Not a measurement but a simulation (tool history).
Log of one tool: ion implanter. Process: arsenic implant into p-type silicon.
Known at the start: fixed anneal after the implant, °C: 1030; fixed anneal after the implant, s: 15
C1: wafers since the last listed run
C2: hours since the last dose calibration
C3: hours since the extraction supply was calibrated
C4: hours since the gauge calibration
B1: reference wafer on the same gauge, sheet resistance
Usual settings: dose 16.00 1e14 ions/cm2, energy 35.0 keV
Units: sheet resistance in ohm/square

{"run": 1, "hour": 0.0, "dose": 16.0, "energy": 35.0, "C1": 0, "C2": 375.1, "C3": 1440.2, "C4": 1391.9, "B1": 100.41, "sheet resistance": 86.39}
{"run": 2, "hour": 188.3, "dose": 19.84, "energy": 35.0, "C1": 3847, "C2": 563.4, "C3": 1628.5, "C4": 1580.2, "B1": 100.28, "sheet resistance": 79.24}
{"run": 3, "hour": 295.9, "dose": 19.84, "energy": 35.0, "C1": 2198, "C2": 671.0, "C3": 1736.1, "C4": 1687.8, "B1": 100.31, "sheet resistance": 79.5}
{"run": 4, "hour": 333.7, "dose": 16.0, "energy": 35.0, "C1": 772, "C2": 708.8, "C3": 1773.9, "C4": 1725.6, "B1": 100.4, "sheet resistance": 86.87}
{"run": 5, "hour": 404.6, "dose": 16.0, "energy": 43.5, "C1": 1448, "C2": 779.7, "C3": 1844.8, "C4": 1796.5, "B1": 100.33, "sheet resistance": 81.66}
{"run": 6, "hour": 502.7, "dose": 16.0, "energy": 35.0, "C1": 2004, "C2": 877.8, "C3": 1942.9, "C4": 1894.6, "B1": 100.4, "sheet resistance": 86.8}
{"run": 7, "hour": 584.2, "dose": 16.0, "energy": 35.0, "C1": 1665, "C2": 959.3, "C3": 2024.4, "C4": 1976.1, "B1": 100.43, "sheet resistance": 86.7}
{"run": 8, "hour": 645.5, "dose": 16.0, "energy": 35.0, "C1": 1252, "C2": 1020.6, "C3": 2085.7, "C4": 2037.4, "B1": 100.38, "sheet resistance": 86.61}
{"run": 9, "hour": 727.4, "dose": 16.0, "energy": 35.0, "C1": 1673, "C2": 1102.5, "C3": 2167.6, "C4": 2119.3, "B1": 100.4, "sheet resistance": 86.88}
{"run": 10, "hour": 902.3, "dose": 16.0, "energy": 35.0, "C1": 3574, "C2": 1277.4, "C3": 2342.5, "C4": 2294.2, "B1": 100.36, "sheet resistance": 87.33}
{"run": 11, "hour": 1005.6, "dose": 16.0, "energy": 35.0, "C1": 2110, "C2": 1380.7, "C3": 2445.8, "C4": 2397.5, "B1": 100.49, "sheet resistance": 87.24}
{"hour": 1027.9, "done": "extraction supply calibrated"}
{"run": 12, "hour": 1043.1, "dose": 16.0, "energy": 35.0, "C1": 602, "C2": 1418.2, "C3": 15.2, "C4": 2435.0, "B1": 100.42, "sheet resistance": 87.28}
{"hour": 1083.7, "done": "gauge calibrated"}
{"run": 13, "hour": 1103.0, "dose": 16.0, "energy": 35.0, "C1": 1224, "C2": 1478.1, "C3": 75.1, "C4": 19.3, "B1": 100.49, "sheet resistance": 87.17}
{"run": 14, "hour": 1202.5, "dose": 16.0, "energy": 35.0, "C1": 2033, "C2": 1577.6, "C3": 174.6, "C4": 118.8, "B1": 100.36, "sheet resistance": 87.1}
{"run": 15, "hour": 1289.9, "dose": 16.0, "energy": 35.0, "C1": 1786, "C2": 1665.0, "C3": 262.0, "C4": 206.2, "B1": 100.4, "sheet resistance": 86.99}
{"run": 16, "hour": 1394.8, "dose": 16.0, "energy": 35.0, "C1": 2143, "C2": 1769.9, "C3": 366.9, "C4": 311.1, "B1": 100.36, "sheet resistance": 87.28}
{"run": 17, "hour": 1467.3, "dose": 12.97, "energy": 35.0, "C1": 1481, "C2": 1842.4, "C3": 439.4, "C4": 383.6, "B1": 100.44, "sheet resistance": 96.84}
{"run": 18, "hour": 1551.7, "dose": 16.0, "energy": 35.0, "C1": 1724, "C2": 1926.8, "C3": 523.8, "C4": 468.0, "B1": 100.32, "sheet resistance": 87.65}
{"run": 19, "hour": 1626.5, "dose": 16.0, "energy": 35.0, "C1": 1528, "C2": 2001.6, "C3": 598.6, "C4": 542.8, "B1": 100.39, "sheet resistance": 87.37}
{"run": 20, "hour": 1821.1, "dose": 12.5, "energy": 35.0, "C1": 3976, "C2": 2196.2, "C3": 793.2, "C4": 737.4, "B1": 100.45, "sheet resistance": 99.35}
{"hour": 1882.1, "done": "Faraday cup replaced and dose calibrated"}
{"run": 21, "hour": 1905.9, "dose": 19.47, "energy": 35.0, "C1": 1569, "C2": 23.8, "C3": 878.0, "C4": 822.2, "B1": 100.42, "sheet resistance": 78.86}
{"run": 22, "hour": 1956.6, "dose": 18.67, "energy": 23.5, "C1": 1036, "C2": 74.5, "C3": 928.7, "C4": 872.9, "B1": 100.4, "sheet resistance": 91.39}
{"run": 23, "hour": 2060.7, "dose": 16.0, "energy": 44.0, "C1": 2127, "C2": 178.6, "C3": 1032.8, "C4": 977.0, "B1": 100.41, "sheet resistance": 79.96}
{"run": 24, "hour": 2138.1, "dose": 19.3, "energy": 46.5, "C1": 1581, "C2": 256.0, "C3": 1110.2, "C4": 1054.4, "B1": 100.39, "sheet resistance": 72.53}
{"run": 25, "hour": 2184.5, "dose": 11.94, "energy": 39.0, "C1": 948, "C2": 302.4, "C3": 1156.6, "C4": 1100.8, "B1": 100.53, "sheet resistance": 97.76}
{"run": 26, "hour": 2265.4, "dose": 12.77, "energy": 35.0, "C1": 1653, "C2": 383.3, "C3": 1237.5, "C4": 1181.7, "B1": 100.46, "sheet resistance": 96.33}
{"run": 27, "hour": 2313.7, "dose": 18.65, "energy": 24.0, "C1": 987, "C2": 431.6, "C3": 1285.8, "C4": 1230.0, "B1": 100.47, "sheet resistance": 91.18}
{"run": 28, "hour": 2353.3, "dose": 17.65, "energy": 35.0, "C1": 809, "C2": 471.2, "C3": 1325.4, "C4": 1269.6, "B1": 100.41, "sheet resistance": 82.44}
{"run": 29, "hour": 2397.5, "dose": 12.14, "energy": 25.0, "C1": 903, "C2": 515.4, "C3": 1369.6, "C4": 1313.8, "B1": 100.46, "sheet resistance": 107.27}
{"run": 30, "hour": 2462.8, "dose": 12.13, "energy": 26.0, "C1": 1334, "C2": 580.7, "C3": 1434.9, "C4": 1379.1, "B1": 100.47, "sheet resistance": 106.48}
{"run": 31, "hour": 2535.4, "dose": 16.0, "energy": 35.0, "C1": 1483, "C2": 653.3, "C3": 1507.5, "C4": 1451.7, "B1": 100.41, "sheet resistance": 86.52}
{"run": 32, "hour": 2622.4, "dose": 19.25, "energy": 42.0, "C1": 1777, "C2": 740.3, "C3": 1594.5, "C4": 1538.7, "B1": 100.32, "sheet resistance": 75.38}
{"run": 33, "hour": 2667.8, "dose": 19.92, "energy": 38.5, "C1": 927, "C2": 785.7, "C3": 1639.9, "C4": 1584.1, "B1": 100.41, "sheet resistance": 76.79}

What the log doesn't show, run by run:
deviation of the true energy from its setpoint, %: 0 in every run
gauge reads high (%): 0 in every run
H1: deviation of the true dose from the Faraday cup's reading, %
run=1 H1=-1.83
run=2 H1=-2.43
run=3 H1=-2.7
run=4 H1=-2.79
run=5 H1=-2.94
run=6 H1=-3.13
run=7 H1=-3.27
run=8 H1=-3.36
run=9 H1=-3.48
run=10 H1=-3.68
run=11 H1=-3.77
run=12 H1=-3.81
run=13 H1=-3.85
run=14 H1=-3.93
run=15 H1=-3.98
run=16 H1=-4.04
run=17 H1=-4.07
run=18 H1=-4.11
run=19 H1=-4.14
run=20 H1=-4.2
run=21 H1=-0.103
run=22 H1=-0.394
run=23 H1=-0.928
run=24 H1=-1.28
run=25 H1=-1.47
run=26 H1=-1.78
run=27 H1=-1.94
run=28 H1=-2.07
run=29 H1=-2.21
run=30 H1=-2.39
run=31 H1=-2.58
run=32 H1=-2.78
run=33 H1=-2.88
